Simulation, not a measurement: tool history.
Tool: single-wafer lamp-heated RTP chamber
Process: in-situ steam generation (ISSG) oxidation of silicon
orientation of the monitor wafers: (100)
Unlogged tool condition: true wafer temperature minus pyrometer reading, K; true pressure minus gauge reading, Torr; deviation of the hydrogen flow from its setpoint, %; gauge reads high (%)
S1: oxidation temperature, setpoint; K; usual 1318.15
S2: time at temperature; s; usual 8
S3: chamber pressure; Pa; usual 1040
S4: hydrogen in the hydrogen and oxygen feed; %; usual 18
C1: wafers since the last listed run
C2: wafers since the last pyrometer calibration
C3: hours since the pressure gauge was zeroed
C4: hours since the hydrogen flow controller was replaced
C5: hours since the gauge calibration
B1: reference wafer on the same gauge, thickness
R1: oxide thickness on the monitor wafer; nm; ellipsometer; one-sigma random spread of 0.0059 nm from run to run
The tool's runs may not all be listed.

{"run": 1, "hour": 0.0, "S1": 1318.15, "S2": 8, "S3": 1120, "S4": 18, "C1": 0, "C2": 6204, "C3": 4442.3, "C4": 2996.2, "C5": 110.5, "B1": 4.041, "R1": 4.06}
{"run": 2, "hour": 16.7, "S1": 1318.15, "S2": 8, "S3": 1120, "S4": 18, "C1": 129, "C2": 6334, "C3": 4459.0, "C4": 3012.9, "C5": 127.2, "B1": 4.04, "R1": 4.071}
{"run": 3, "hour": 32.2, "S1": 1318.15, "S2": 8, "S3": 1120, "S4": 18, "C1": 120, "C2": 6454, "C3": 4474.5, "C4": 3028.4, "C5": 142.7, "B1": 4.04, "R1": 4.059}
{"run": 4, "hour": 43.8, "S1": 1304.15, "S2": 8, "S3": 1040, "S4": 18, "C1": 90, "C2": 6544, "C3": 4486.1, "C4": 3040.0, "C5": 154.3, "B1": 4.039, "R1": 3.858}
{"run": 5, "hour": 60.0, "S1": 1318.15, "S2": 8, "S3": 1040, "S4": 18, "C1": 125, "C2": 6670, "C3": 4502.3, "C4": 3056.2, "C5": 170.5, "B1": 4.04, "R1": 4.071}
{"hour": 73.6, "done": "pressure gauge zeroed"}
{"run": 6, "hour": 74.1, "S1": 1318.15, "S2": 8, "S3": 1040, "S4": 18, "C1": 47, "C2": 6718, "C3": 0.5, "C4": 3070.3, "C5": 184.6, "B1": 4.039, "R1": 4.084}
{"hour": 75.4, "done": "gauge calibrated"}
{"run": 7, "hour": 81.5, "S1": 1318.15, "S2": 8, "S3": 1040, "S4": 18, "C1": 57, "C2": 6775, "C3": 7.9, "C4": 3077.7, "C5": 6.1, "B1": 4.04, "R1": 4.091}
{"run": 8, "hour": 88.8, "S1": 1318.15, "S2": 8, "S3": 1040, "S4": 18, "C1": 56, "C2": 6832, "C3": 15.2, "C4": 3085.0, "C5": 13.4, "B1": 4.041, "R1": 4.086}
{"run": 9, "hour": 97.5, "S1": 1318.15, "S2": 8, "S3": 1040, "S4": 18, "C1": 67, "C2": 6899, "C3": 23.9, "C4": 3093.7, "C5": 22.1, "B1": 4.039, "R1": 4.083}
{"run": 10, "hour": 110.2, "S1": 1318.15, "S2": 10, "S3": 920, "S4": 18, "C1": 98, "C2": 6998, "C3": 36.6, "C4": 3106.4, "C5": 34.8, "B1": 4.041, "R1": 4.532}
{"run": 11, "hour": 120.5, "S1": 1326.15, "S2": 8, "S3": 1040, "S4": 14, "C1": 80, "C2": 7078, "C3": 46.9, "C4": 3116.7, "C5": 45.1, "B1": 4.04, "R1": 3.985}
{"run": 12, "hour": 132.7, "S1": 1329.15, "S2": 8, "S3": 920, "S4": 13, "C1": 94, "C2": 7173, "C3": 59.1, "C4": 3128.9, "C5": 57.3, "B1": 4.041, "R1": 3.935}
{"hour": 151.3, "done": "pyrometer window cleaned and pyrometer calibrated"}
{"run": 13, "hour": 151.8, "S1": 1318.15, "S2": 6, "S3": 1040, "S4": 18, "C1": 86, "C2": 3, "C3": 78.2, "C4": 3148.0, "C5": 76.4, "B1": 4.041, "R1": 3.465}
{"run": 14, "hour": 161.9, "S1": 1318.15, "S2": 8, "S3": 1040, "S4": 18, "C1": 78, "C2": 82, "C3": 88.3, "C4": 3158.1, "C5": 86.5, "B1": 4.041, "R1": 3.969}
{"hour": 172.8, "done": "hydrogen flow controller replaced"}
{"run": 15, "hour": 177.6, "S1": 1318.15, "S2": 8, "S3": 1227, "S4": 18, "C1": 59, "C2": 142, "C3": 104.0, "C4": 4.8, "C5": 102.2, "B1": 4.041, "R1": 3.927}
{"run": 16, "hour": 223.7, "S1": 1318.15, "S2": 10, "S3": 1133, "S4": 13, "C1": 358, "C2": 500, "C3": 150.1, "C4": 50.9, "C5": 148.3, "B1": 4.039, "R1": 4.074}
{"run": 17, "hour": 233.0, "S1": 1318.15, "S2": 8, "S3": 1040, "S4": 18, "C1": 72, "C2": 572, "C3": 159.4, "C4": 60.2, "C5": 157.6, "B1": 4.038, "R1": 3.964}
{"run": 18, "hour": 239.8, "S1": 1318.15, "S2": 11, "S3": 1040, "S4": 18, "C1": 52, "C2": 625, "C3": 166.2, "C4": 67.0, "C5": 164.4, "B1": 4.04, "R1": 4.625}

Branching from run 18: 4 alternative next runs. What would each branch give?
{"run": "A", "hour": 240.2, "S1": 1318.15, "S2": 8, "S3": 1040, "S4": 21, "C1": 3, "C2": 628, "C3": 166.6, "C4": 67.4, "C5": 164.8, "B1": "?", "R1": "?"}
{"run": "B", "hour": 240.2, "S1": 1318.15, "S2": 6, "S3": 1040, "S4": 15, "C1": 3, "C2": 628, "C3": 166.6, "C4": 67.4, "C5": 164.8, "B1": "?", "R1": "?"}
{"run": "C", "hour": 240.2, "S1": 1318.15, "S2": 8, "S3": 1120, "S4": 12, "C1": 3, "C2": 628, "C3": 166.6, "C4": 67.4, "C5": 164.8, "B1": "?", "R1": "?"}
{"run": "D", "hour": 240.2, "S1": 1304.15, "S2": 9, "S3": 1040, "S4": 18, "C1": 3, "C2": 628, "C3": 166.6, "C4": 67.4, "C5": 164.8, "B1": "?", "R1": "?"}

run=A B1=4.039 R1=4.135
run=B B1=4.039 R1=3.307
run=C B1=4.039 R1=3.591
run=D B1=4.039 R1=3.966
Take away the tool's hidden state, keep each run's random variation, and the runs would have read:
run=A R1=4.127
run=B R1=3.301
run=C R1=3.584
run=D R1=3.959

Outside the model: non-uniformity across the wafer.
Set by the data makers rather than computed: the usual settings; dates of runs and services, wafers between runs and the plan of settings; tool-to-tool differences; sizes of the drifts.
